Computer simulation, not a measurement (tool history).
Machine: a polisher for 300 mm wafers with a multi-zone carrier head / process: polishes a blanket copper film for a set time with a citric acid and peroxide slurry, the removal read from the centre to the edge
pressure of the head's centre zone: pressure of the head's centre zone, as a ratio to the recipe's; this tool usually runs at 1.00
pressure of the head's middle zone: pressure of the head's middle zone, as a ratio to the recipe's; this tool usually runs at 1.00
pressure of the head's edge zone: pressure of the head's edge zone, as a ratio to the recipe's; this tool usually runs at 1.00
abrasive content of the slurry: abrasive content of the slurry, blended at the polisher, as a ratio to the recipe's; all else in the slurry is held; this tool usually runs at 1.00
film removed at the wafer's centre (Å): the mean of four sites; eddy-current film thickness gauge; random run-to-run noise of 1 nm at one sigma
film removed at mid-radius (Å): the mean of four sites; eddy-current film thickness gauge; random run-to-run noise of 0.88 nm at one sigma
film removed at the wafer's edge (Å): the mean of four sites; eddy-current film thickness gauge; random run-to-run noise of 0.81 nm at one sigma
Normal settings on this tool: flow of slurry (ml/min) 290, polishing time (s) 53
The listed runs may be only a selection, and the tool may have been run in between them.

run	hour	flow of slurry (ml/min)	pressure of the head's centre zone	pressure of the head's middle zone	pressure of the head's edge zone	abrasive content of the slurry	polishing time (s)	wafers since the last listed run	wafers polished on this pad	hours since the slurry nozzle was cleaned	hours since the centre zone pressure was calibrated	hours since the edge zone pressure was calibrated	hours since the carrier head's membrane was replaced	incoming thickness of the incoming film, nm	film removed at the wafer's centre (Å)	film removed at mid-radius (Å)	film removed at the wafer's edge (Å)
1	0.0	290	1.00	1.00	1.00	1.00	53	0	541	445.9	1413.0	977.0	700.1	1111.9	1064	1076	1067
2	7.1	360	1.00	1.00	1.00	1.00	53	82	623	453.0	1420.1	984.1	707.2	1106.7	1098	1087	1088
3	13.5	360	1.00	1.00	1.00	1.00	53	74	697	459.4	1426.5	990.5	713.6	1125.1	1091	1091	1067
4	21.1	290	1.00	1.00	1.00	1.00	53	88	785	467.0	1434.1	998.1	721.2	1105.8	1066	1075	1068
5	27.2	290	1.00	1.00	1.00	1.00	61	70	856	473.1	1440.2	1004.2	727.3	1130.0	1197	1237	1224
# hour 31.7: worn pad replaced by a new one
6	40.3	290	1.00	1.00	1.00	1.00	61	105	100	486.2	1453.3	1017.3	740.4	1109.1	1214	1220	1216
7	56.3	290	1.00	1.00	1.00	1.00	53	185	285	502.2	1469.3	1033.3	756.4	1108.9	1053	1061	1048
# hour 66.6: edge zone pressure recalibrated
8	67.1	290	1.00	1.00	1.00	1.00	53	102	387	513.0	1480.1	0.5	767.2	1107.8	1063	1063	1046
9	81.4	290	1.00	1.00	1.11	1.00	43	165	553	527.3	1494.4	14.8	781.5	1115.5	856	849	906
# hour 84.2: slurry nozzle cleaned
# hour 86.4: carrier head's membrane replaced by a new one
# hour 89.6: centre zone pressure recalibrated
10	92.3	385	1.11	1.00	1.00	1.20	53	65	619	8.1	2.7	25.7	5.9	1105.6	1333	1189	1158
11	100.3	290	1.00	1.00	1.10	1.00	37	92	712	16.1	10.7	33.7	13.9	1110.3	793	776	814
# hour 111.3: worn pad replaced by a new one
12	118.3	290	1.00	1.00	1.07	1.00	37	162	81	34.1	28.7	51.7	31.9	1116.3	770	779	794
13	126.1	370	1.12	1.00	0.96	1.00	66	90	171	41.9	36.5	59.5	39.7	1123.1	1591	1403	1366
14	133.8	290	0.93	1.04	1.00	1.25	53	89	261	49.6	44.2	67.2	47.4	1098.9	1089	1218	1148
15	143.8	290	1.00	1.00	1.00	1.00	53	116	377	59.6	54.2	77.2	57.4	1110.6	1113	1127	1105
16	161.5	365	1.00	1.00	1.00	0.75	53	205	582	77.3	71.9	94.9	75.1	1101.1	1091	1077	1050
17	174.5	290	1.00	1.11	1.00	1.00	53	150	733	90.3	84.9	107.9	88.1	1106.9	1127	1191	1116
18	185.0	290	1.00	1.00	1.00	1.00	53	121	855	100.8	95.4	118.4	98.6	1109.6	1139	1117	1103
# hour 189.8: worn pad replaced by a new one
19	198.2	290	1.00	1.00	1.11	0.85	53	106	97	114.0	108.6	131.6	111.8	1131.8	1105	1085	1128
20	207.7	290	1.00	0.95	1.00	1.00	53	110	207	123.5	118.1	141.1	121.3	1111.4	1094	1098	1090
21	224.8	290	1.00	1.00	1.00	1.00	53	198	406	140.6	135.2	158.2	138.4	1108.8	1107	1117	1106

Here are 4 independent what-if runs from the current tool condition. What would each one return?
A	225.2	290	1.00	1.00	1.00	1.00	53	4	410	141.0	135.6	158.6	138.8	1118.4	?	?	?
B	225.2	320	1.00	1.00	1.00	1.00	53	4	410	141.0	135.6	158.6	138.8	1118.4	?	?	?
C	225.2	290	1.09	1.00	0.97	0.80	59	4	410	141.0	135.6	158.6	138.8	1118.4	?	?	?
D	225.2	290	0.95	1.00	1.00	1.00	53	4	410	141.0	135.6	158.6	138.8	1118.4	?	?	?

run	film removed at the wafer's centre (Å)	film removed at mid-radius (Å)	film removed at the wafer's edge (Å)
A	1131	1116	1095
B	1142	1126	1102
C	1313	1187	1149
D	1074	1116	1095
The same runs, with their run-to-run variation unchanged, on a tool lacking any hidden condition would have given:
run	film removed at the wafer's centre (Å)	film removed at mid-radius (Å)	film removed at the wafer's edge (Å)
A	1137	1121	1099
B	1147	1130	1106
C	1320	1193	1153
D	1079	1121	1099
